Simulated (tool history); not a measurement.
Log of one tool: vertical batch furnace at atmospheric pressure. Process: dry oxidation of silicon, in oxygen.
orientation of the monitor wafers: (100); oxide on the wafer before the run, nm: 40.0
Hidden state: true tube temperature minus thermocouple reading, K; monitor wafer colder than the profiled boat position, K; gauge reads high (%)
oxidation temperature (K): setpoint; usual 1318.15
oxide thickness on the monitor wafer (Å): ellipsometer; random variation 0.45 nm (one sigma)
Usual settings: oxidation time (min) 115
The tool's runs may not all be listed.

run,hour,oxidation temperature (K),oxidation time (min),wafers since the last listed run,hours since the last temperature calibration,hours since the boat lift was adjusted,hours since the gauge calibration,"read-back reference wafer on the same gauge, thickness",oxide thickness on the monitor wafer (Å)
1,0,1318.15,115,0,2065.9,2543.7,2085.3,113.01,1360.1
2,71.2,1318.15,138,402,2137.1,2614.9,2156.5,113,1508.1
3,114.4,1318.15,138,244,2180.3,2658.1,2199.7,112.94,1508.6
4,170.6,1318.15,138,317,2236.5,2714.3,2255.9,112.97,1510.9
5,230,1318.15,115,335,2295.9,2773.7,2315.3,112.97,1361.5
6,286.3,1318.15,115,318,2352.2,2830,2371.6,112.82,1368
7,381.5,1318.15,132,537,2447.4,2925.2,2466.8,113,1470.3
8,432.4,1318.15,115,287,2498.3,2976.1,2517.7,113.05,1358
9,488.9,1318.15,115,319,2554.8,3032.6,2574.2,113.05,1356.2
10,572.2,1318.15,115,470,2638.1,3115.9,2657.5,113.06,1356.7
11,634.4,1318.15,149,351,2700.3,3178.1,2719.7,113.15,1562.7
# hour 722.9: gauge calibrated
12,724.5,1318.15,149,509,2790.4,3268.2,1.6,113.11,1569.5
# hour 809.8: thermocouples replaced and temperature profile calibrated
13,810.3,1318.15,115,349,0.5,3354,87.4,113.11,1341.8
14,831,1318.15,115,116,21.2,3374.7,108.1,112.98,1341.9
15,881,1334.15,93.5,282,71.2,3424.7,158.1,112.96,1317.7
16,929.2,1331.15,115,272,119.4,3472.9,206.3,112.93,1450.3
17,1022.4,1331.15,115,526,212.6,3566.1,299.5,112.99,1449.4
18,1118,1318.15,115,540,308.2,3661.7,395.1,113.15,1338.1
19,1161.9,1331.15,134,248,352.1,3705.6,439,112.92,1571.4
20,1266.9,1336.15,158,593,457.1,3810.6,544,112.99,1804.2
21,1349.3,1318.15,163.5,465,539.5,3893,626.4,113.13,1618.6
22,1391.5,1312.15,61,238,581.7,3935.2,668.6,112.96,932
23,1449,1318.15,115,324,639.2,3992.7,726.1,113.18,1335.3
24,1490.7,1330.15,158.5,235,680.9,4034.4,767.8,112.97,1729.5
25,1541.7,1318.15,115,288,731.9,4085.4,818.8,113.05,1331.5
26,1648.7,1325.15,115,604,838.9,4192.4,925.8,113.08,1404.1
27,1704.7,1299.15,115,316,894.9,4248.4,981.8,112.97,1186.8
28,1778.6,1303.15,131,417,968.8,4322.3,1055.7,112.98,1299.3
29,1842,1308.15,115,358,1032.2,4385.7,1119.1,112.97,1251.5
# hour 1894.8: boat lift adjusted
30,2050.4,1318.15,115,1041,1240.6,155.6,1327.5,112.99,1361.1
31,2155.5,1318.15,155.5,593,1345.7,260.7,1432.6,113.06,1616.6
32,2257.3,1330.15,62.5,575,1447.5,362.5,1534.4,113.1,1063.6
33,2348.5,1318.15,144,515,1538.7,453.7,1625.6,113.07,1551.5
34,2441.8,1328.15,115,527,1632,547,1718.9,113.1,1464
35,2492.4,1334.15,145,285,1682.6,597.6,1769.5,112.98,1734.6
36,2532.1,1339.15,134,224,1722.3,637.3,1809.2,113.18,1712
37,2612.1,1318.15,115,452,1802.3,717.3,1889.2,112.88,1372.9
38,2703.3,1330.15,153.5,515,1893.5,808.5,1980.4,112.93,1735.5

5 ways to go on from here, each from the tool as it stands after run 38. What would each give?
A,2710,1318.15,115,37,1900.2,815.2,1987.1,?,?
B,2710,1308.15,90.5,37,1900.2,815.2,1987.1,?,?
C,2710,1335.15,75,37,1900.2,815.2,1987.1,?,?
D,2710,1326.15,75.5,37,1900.2,815.2,1987.1,?,?
E,2710,1339.15,115,37,1900.2,815.2,1987.1,?,?

run,"read-back reference wafer on the same gauge, thickness",oxide thickness on the monitor wafer (Å)
A,112.99,1365.3
B,112.99,1126.1
C,112.99,1208
D,112.99,1146.9
E,112.99,1562.1
Without the tool's hidden state the same runs would have given:
run,oxide thickness on the monitor wafer (Å)
A,1355.2
B,1118
C,1199.5
D,1138.8
E,1550.8
